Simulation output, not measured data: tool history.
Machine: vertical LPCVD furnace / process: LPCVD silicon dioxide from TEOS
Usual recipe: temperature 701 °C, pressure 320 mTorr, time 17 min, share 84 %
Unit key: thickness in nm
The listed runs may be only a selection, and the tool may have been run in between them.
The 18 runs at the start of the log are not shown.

| run | hour | temperature | pressure | time | share | read-back reference wafer on the same gauge, thickness | thickness |
|---|---|---|---|---|---|---|---|
| 19 | 389.8 | 694 | 270 | 20.5 | 80 | 146.14 | 143.22 |
| 20 | 414 | 701 | 320 | 17 | 84 | 145.94 | 156.86 |
| 21 | 426.9 | 701 | 265 | 17 | 84 | 146.04 | 142.43 |
| 22 | 440 | 701 | 320 | 17 | 84 | 145.88 | 156.95 |
| 23 | 472.4 | 701 | 290 | 14.5 | 80 | 145.99 | 124.11 |
|  | 506.3 | TEOS flow controller replaced |
| 24 | 506.8 | 701 | 320 | 17 | 84 | 146.03 | 155.87 |
| 25 | 525 | 701 | 320 | 17 | 84 | 146.02 | 156.36 |
| 26 | 553.3 | 701 | 320 | 17 | 84 | 145.85 | 156.88 |
| 27 | 622.9 | 701 | 320 | 17 | 84 | 146.02 | 156.9 |

Run 28 comes next. What will it give?
| 28 | 655.1 | 701 | 320 | 12 | 69 | ? | ? |

read-back reference wafer on the same gauge, thickness: 145.85
thickness: 100.61 nm
Were there no unlogged condition in the tool, this run, its random variation unchanged, would have produced thickness 99.54 nm.

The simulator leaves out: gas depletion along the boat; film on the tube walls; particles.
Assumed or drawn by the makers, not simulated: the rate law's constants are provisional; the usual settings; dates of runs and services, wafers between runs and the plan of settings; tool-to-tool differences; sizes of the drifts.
